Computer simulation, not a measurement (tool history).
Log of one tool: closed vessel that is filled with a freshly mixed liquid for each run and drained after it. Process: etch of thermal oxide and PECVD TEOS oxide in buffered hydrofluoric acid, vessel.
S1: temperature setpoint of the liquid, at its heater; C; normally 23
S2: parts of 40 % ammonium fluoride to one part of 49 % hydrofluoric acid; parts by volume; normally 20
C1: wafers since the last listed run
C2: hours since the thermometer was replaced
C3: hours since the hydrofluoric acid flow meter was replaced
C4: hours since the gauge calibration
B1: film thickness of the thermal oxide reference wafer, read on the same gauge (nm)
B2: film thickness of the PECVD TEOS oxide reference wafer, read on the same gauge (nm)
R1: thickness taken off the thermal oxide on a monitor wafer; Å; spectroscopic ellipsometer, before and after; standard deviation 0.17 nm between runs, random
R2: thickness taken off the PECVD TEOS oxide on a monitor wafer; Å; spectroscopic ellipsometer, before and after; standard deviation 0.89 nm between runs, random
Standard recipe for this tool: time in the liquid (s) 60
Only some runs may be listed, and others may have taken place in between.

{"run": 1, "hour": 0.0, "S1": 23, "S2": 20, "time in the liquid (s)": 70, "C1": 0, "C2": 461, "C3": 1984.6, "C4": 504.1, "B1": 40, "B2": 89.98, "R1": 358, "R2": 1114.5}
{"run": 2, "hour": 35.2, "S1": 23, "S2": 20, "time in the liquid (s)": 70, "C1": 2595, "C2": 496.2, "C3": 2019.8, "C4": 539.3, "B1": 40, "B2": 90.03, "R1": 358.5, "R2": 1095}
{"run": 3, "hour": 135.5, "S1": 21, "S2": 20, "time in the liquid (s)": 85, "C1": 7394, "C2": 596.5, "C3": 2120.1, "C4": 639.6, "B1": 39.98, "B2": 90.03, "R1": 388.7, "R2": 1172.9}
{"hour": 218.8, "done": "hydrofluoric acid flow meter replaced"}
{"run": 4, "hour": 226.4, "S1": 21, "S2": 20, "time in the liquid (s)": 85, "C1": 6627, "C2": 687.4, "C3": 7.6, "C4": 730.5, "B1": 40.05, "B2": 90.03, "R1": 430.8, "R2": 1316.7}
{"run": 5, "hour": 261.2, "S1": 23, "S2": 20, "time in the liquid (s)": 60, "C1": 2565, "C2": 722.2, "C3": 42.4, "C4": 765.3, "B1": 39.99, "B2": 89.97, "R1": 338.7, "R2": 1029.8}
{"run": 6, "hour": 346.8, "S1": 23, "S2": 25, "time in the liquid (s)": 60, "C1": 6310, "C2": 807.8, "C3": 128, "C4": 850.9, "B1": 39.98, "B2": 89.99, "R1": 292.1, "R2": 879.4}
{"run": 7, "hour": 365.5, "S1": 23, "S2": 25, "time in the liquid (s)": 60, "C1": 1378, "C2": 826.5, "C3": 146.7, "C4": 869.6, "B1": 39.97, "B2": 89.98, "R1": 287.9, "R2": 882.7}
{"run": 8, "hour": 398.0, "S1": 23, "S2": 25, "time in the liquid (s)": 60, "C1": 2396, "C2": 859, "C3": 179.2, "C4": 902.1, "B1": 40.01, "B2": 90.02, "R1": 289.3, "R2": 888.7}
{"hour": 429.5, "done": "thermometer replaced"}
{"run": 9, "hour": 430.0, "S1": 24, "S2": 20, "time in the liquid (s)": 60, "C1": 2285, "C2": 0.5, "C3": 211.2, "C4": 934.1, "B1": 39.97, "B2": 89.95, "R1": 349, "R2": 1050.3}
{"run": 10, "hour": 459.8, "S1": 21, "S2": 18, "time in the liquid (s)": 95, "C1": 2196, "C2": 30.3, "C3": 241, "C4": 963.9, "B1": 40.03, "B2": 90.06, "R1": 515.5, "R2": 1566.7}
{"hour": 464.2, "done": "gauge calibrated"}
{"run": 11, "hour": 491.2, "S1": 19, "S2": 20, "time in the liquid (s)": 30, "C1": 2314, "C2": 61.7, "C3": 272.4, "C4": 27, "B1": 40, "B2": 90, "R1": 130.5, "R2": 407.3}
{"run": 12, "hour": 518.3, "S1": 28, "S2": 23, "time in the liquid (s)": 35, "C1": 1997, "C2": 88.8, "C3": 299.5, "C4": 54.1, "B1": 40.02, "B2": 89.97, "R1": 228.2, "R2": 694.7}
{"run": 13, "hour": 536.7, "S1": 23, "S2": 20, "time in the liquid (s)": 60, "C1": 1356, "C2": 107.2, "C3": 317.9, "C4": 72.5, "B1": 39.99, "B2": 89.98, "R1": 326.9, "R2": 995.7}
{"run": 14, "hour": 557.9, "S1": 25.5, "S2": 22.5, "time in the liquid (s)": 35, "C1": 1562, "C2": 128.4, "C3": 339.1, "C4": 93.7, "B1": 40, "B2": 90, "R1": 202.7, "R2": 612.2}
{"run": 15, "hour": 591.4, "S1": 28, "S2": 16.5, "time in the liquid (s)": 35, "C1": 2469, "C2": 161.9, "C3": 372.6, "C4": 127.2, "B1": 40, "B2": 90, "R1": 304, "R2": 919.2}
{"run": 16, "hour": 609.8, "S1": 23, "S2": 20, "time in the liquid (s)": 60, "C1": 1356, "C2": 180.3, "C3": 391, "C4": 145.6, "B1": 39.97, "B2": 90, "R1": 327.4, "R2": 988.9}
{"run": 17, "hour": 644.6, "S1": 23, "S2": 26.5, "time in the liquid (s)": 35, "C1": 2565, "C2": 215.1, "C3": 425.8, "C4": 180.4, "B1": 40.02, "B2": 90.02, "R1": 158.1, "R2": 478.8}
{"run": 18, "hour": 661.6, "S1": 23, "S2": 20, "time in the liquid (s)": 60, "C1": 1253, "C2": 232.1, "C3": 442.8, "C4": 197.4, "B1": 39.97, "B2": 89.96, "R1": 327.1, "R2": 1014.9}
{"run": 19, "hour": 690.7, "S1": 18.5, "S2": 14, "time in the liquid (s)": 60, "C1": 2145, "C2": 261.2, "C3": 471.9, "C4": 226.5, "B1": 39.99, "B2": 90.03, "R1": 359.3, "R2": 1095.2}
{"run": 20, "hour": 710.7, "S1": 20.5, "S2": 20, "time in the liquid (s)": 60, "C1": 1474, "C2": 281.2, "C3": 491.9, "C4": 246.5, "B1": 40, "B2": 90, "R1": 285.4, "R2": 865.1}
{"run": 21, "hour": 733.0, "S1": 23, "S2": 20, "time in the liquid (s)": 60, "C1": 1644, "C2": 303.5, "C3": 514.2, "C4": 268.8, "B1": 40.03, "B2": 89.98, "R1": 328.6, "R2": 998.8}
{"run": 22, "hour": 749.4, "S1": 19.5, "S2": 14.5, "time in the liquid (s)": 30, "C1": 1209, "C2": 319.9, "C3": 530.6, "C4": 285.2, "B1": 40, "B2": 89.97, "R1": 182.3, "R2": 555.1}
{"run": 23, "hour": 770.2, "S1": 21, "S2": 14.5, "time in the liquid (s)": 90, "C1": 1533, "C2": 340.7, "C3": 551.4, "C4": 306, "B1": 39.98, "B2": 89.98, "R1": 595.2, "R2": 1800.1}
{"run": 24, "hour": 784.7, "S1": 21, "S2": 20, "time in the liquid (s)": 75, "C1": 1068, "C2": 355.2, "C3": 565.9, "C4": 320.5, "B1": 40.03, "B2": 90.04, "R1": 365.3, "R2": 1125.2}
{"run": 25, "hour": 811.3, "S1": 28, "S2": 20, "time in the liquid (s)": 60, "C1": 1961, "C2": 381.8, "C3": 592.5, "C4": 347.1, "B1": 39.97, "B2": 90.02, "R1": 429.5, "R2": 1317.6}

Take each entry between the runs: how does the hidden state at the last listed run before it differ from the hidden state at the first listed run after it?
Run 3 -> run 4: hydrofluoric acid flow meter replaced (hour 218.8)
  liquid hotter than its thermometer reads (K): 0.417 -> 0.459; hydrofluoric acid flow below the setpoint (%): 13.6 -> 0.975
  measured value less the no-hidden-state value, R1: -31.3 -> +8 Å; R2: -94.7 -> +24.6 Å
Run 8 -> run 9: thermometer replaced (hour 429.5)
  liquid hotter than its thermometer reads (K): 0.54 -> 0.104; hydrofluoric acid flow below the setpoint (%): 2.05 -> 2.25
  measured value less the no-hidden-state value, R1: +4.4 -> -3.5 Å; R2: +13.7 -> -10.7 Å
Run 10 -> run 11: gauge calibrated (hour 464.2)
  liquid hotter than its thermometer reads (K): 0.118 -> 0.133; hydrofluoric acid flow below the setpoint (%): 2.43 -> 2.63
  measured value less the no-hidden-state value, R1: -9.2 -> -1.5 Å; R2: -27.9 -> -4.5 Å

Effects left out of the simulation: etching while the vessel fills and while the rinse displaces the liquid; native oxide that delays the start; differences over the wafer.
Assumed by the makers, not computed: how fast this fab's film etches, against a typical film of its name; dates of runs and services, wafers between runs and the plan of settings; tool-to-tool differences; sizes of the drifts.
